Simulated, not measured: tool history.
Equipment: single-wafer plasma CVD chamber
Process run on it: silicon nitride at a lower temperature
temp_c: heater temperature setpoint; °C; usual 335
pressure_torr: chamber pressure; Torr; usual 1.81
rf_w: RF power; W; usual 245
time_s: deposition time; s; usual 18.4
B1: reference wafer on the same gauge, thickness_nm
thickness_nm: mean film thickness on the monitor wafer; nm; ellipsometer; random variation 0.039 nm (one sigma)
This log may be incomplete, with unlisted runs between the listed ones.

Run 1, hour 0: usual settings but rf_w 235 W; B1 17.595. Result: thickness_nm 19.04 nm.
Run 2, hour 30.3: usual settings but rf_w 235 W; B1 17.597. Result: thickness_nm 19.016 nm.
Run 3, hour 44.6: usual settings but rf_w 235 W; B1 17.599. Result: thickness_nm 19.055 nm.
Run 4, hour 70.9: usual settings; B1 17.602. Result: thickness_nm 19.695 nm.
Run 5, hour 97.9: usual settings; B1 17.61. Result: thickness_nm 19.708 nm.
Run 6, hour 119.7: usual settings; B1 17.603. Result: thickness_nm 19.608 nm.
Run 7, hour 141.8: usual settings; B1 17.604. Result: thickness_nm 19.686 nm.
At hour 209.9: showerhead replaced.
At hour 244.5: RF generator calibrated.
Run 8, hour 245: usual settings but pressure_torr 1.37 Torr, rf_w 285 W; B1 17.605. Result: thickness_nm 21.048 nm.
At hour 254.8: gauge calibrated.
Run 9, hour 270.2: usual settings but temp_c 345 °C, pressure_torr 1.94 Torr, rf_w 230 W, time_s 17.2 s; B1 17.615. Result: thickness_nm 18.251 nm.
At hour 283.2: thermocouple changed; heater temperature recalibrated.
Run 10, hour 355.6: usual settings; B1 17.599. Result: thickness_nm 20.347 nm.
At hour 380.7: capacitance manometer re-zeroed and calibrated.
Run 11, hour 384.4: usual settings but pressure_torr 2.05 Torr; B1 17.598. Result: thickness_nm 20.581 nm.

What does the tool deliver on the next run?
Run 12, hour 417.9: usual settings; B1 ?. Result: thickness_nm ?.

B1: 17.601
thickness_nm: 19.924 nm
Were there no unlogged condition in the tool, this run, its random variation unchanged, would have produced thickness_nm 19.972 nm.
